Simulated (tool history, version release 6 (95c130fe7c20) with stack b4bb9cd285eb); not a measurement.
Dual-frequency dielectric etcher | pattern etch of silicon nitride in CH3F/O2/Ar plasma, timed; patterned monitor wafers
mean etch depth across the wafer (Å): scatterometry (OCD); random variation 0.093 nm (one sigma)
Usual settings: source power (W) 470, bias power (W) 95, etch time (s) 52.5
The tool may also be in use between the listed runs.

run	hour	source power (W)	bias power (W)	etch time (s)	read-back reference wafer on the same gauge, depth_nm	mean etch depth across the wafer (Å)
1	0.0	470	105	44.5	36.92	363.8
2	40.1	470	105	44.5	36.91	364.0
3	53.6	470	105	44.5	36.91	363.1
4	60.3	470	95	52.5	36.91	410.5
5	78.1	470	95	52.5	36.90	412.6
6	86.6	470	95	52.5	36.91	411.0
7	95.1	470	95	52.5	36.88	409.9
# hour 129.8: upper electrode replaced
8	130.3	470	95	52.5	36.93	406.6
9	130.6	470	95	52.5	36.88	409.4
10	133.6	380	95	52.5	36.87	370.5
# hour 166.9: wet clean of the chamber
11	167.4	470	84	64.0	36.88	494.9
12	167.7	380	83	59.0	36.90	409.1
13	177.7	470	95	52.5	36.92	424.3
14	194.6	380	83	59.0	36.91	408.3
# hour 200.6: source power generator calibrated
15	201.1	440	77	40.0	36.90	288.4
# hour 221.7: bias power generator calibrated
16	222.2	400	102	52.5	36.91	404.3
# hour 230.3: gauge calibrated
17	233.1	400	102	52.5	36.90	404.1
18	249.0	570	95	60.5	36.91	528.0
19	265.6	410	95	67.5	36.90	509.3
20	279.8	470	95	61.0	36.88	489.8

The next listed run, before its measurement:
21	291.5	440	95	42.0	?	?

read-back reference wafer on the same gauge, depth_nm: 36.91
mean etch depth across the wafer (Å): 327.8
Without the tool's hidden state the same run would have given mean etch depth across the wafer (Å) 331.0.

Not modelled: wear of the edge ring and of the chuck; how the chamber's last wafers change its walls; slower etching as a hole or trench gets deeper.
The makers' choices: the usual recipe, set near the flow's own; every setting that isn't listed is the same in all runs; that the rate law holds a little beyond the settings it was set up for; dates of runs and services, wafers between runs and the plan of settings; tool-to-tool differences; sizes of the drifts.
